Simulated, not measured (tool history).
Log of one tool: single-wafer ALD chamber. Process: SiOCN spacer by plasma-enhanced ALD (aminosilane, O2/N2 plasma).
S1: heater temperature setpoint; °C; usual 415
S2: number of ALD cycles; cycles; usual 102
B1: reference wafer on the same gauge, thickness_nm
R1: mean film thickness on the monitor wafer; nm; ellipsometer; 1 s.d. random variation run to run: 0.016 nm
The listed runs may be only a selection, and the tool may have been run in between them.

{"run": 1, "hour": 0.0, "S1": 415, "S2": 111, "B1": 6.23, "R1": 5.718}
{"run": 2, "hour": 12.8, "S1": 421, "S2": 102, "B1": 6.22, "R1": 5.159}
{"run": 3, "hour": 43.5, "S1": 415, "S2": 102, "B1": 6.215, "R1": 5.253}
{"run": 4, "hour": 65.9, "S1": 415, "S2": 102, "B1": 6.215, "R1": 5.242}
{"run": 5, "hour": 97.6, "S1": 415, "S2": 102, "B1": 6.2, "R1": 5.239}
{"run": 6, "hour": 123.3, "S1": 415, "S2": 88, "B1": 6.198, "R1": 4.525}
{"hour": 139.9, "done": "gauge calibrated"}
{"run": 7, "hour": 155.2, "S1": 415, "S2": 88, "B1": 6.26, "R1": 4.535}
{"run": 8, "hour": 187.7, "S1": 427, "S2": 102, "B1": 6.245, "R1": 5.095}
{"run": 9, "hour": 205.5, "S1": 415, "S2": 102, "B1": 6.247, "R1": 5.27}
{"run": 10, "hour": 226.3, "S1": 410, "S2": 84, "B1": 6.245, "R1": 4.406}
{"hour": 240.5, "done": "thermocouple changed; heater temperature recalibrated"}
{"run": 11, "hour": 247.4, "S1": 430, "S2": 96, "B1": 6.231, "R1": 4.738}
{"run": 12, "hour": 267.8, "S1": 404, "S2": 122, "B1": 6.222, "R1": 6.523}
{"run": 13, "hour": 284.9, "S1": 415, "S2": 102, "B1": 6.22, "R1": 5.23}
{"run": 14, "hour": 304.3, "S1": 409, "S2": 85, "B1": 6.221, "R1": 4.454}

Here are 3 independent what-if runs from the current tool condition. What would each one return?
{"run": "A", "hour": 304.9, "S1": 415, "S2": 102, "B1": "?", "R1": "?"}
{"run": "B", "hour": 304.9, "S1": 403, "S2": 82, "B1": "?", "R1": "?"}
{"run": "C", "hour": 304.9, "S1": 410, "S2": 95, "B1": "?", "R1": "?"}

run=A B1=6.22 R1=5.255
run=B B1=6.22 R1=4.369
run=C B1=6.22 R1=4.964
Without the tool's hidden state the same runs would have given:
run=A R1=5.289
run=B R1=4.398
run=C R1=4.996
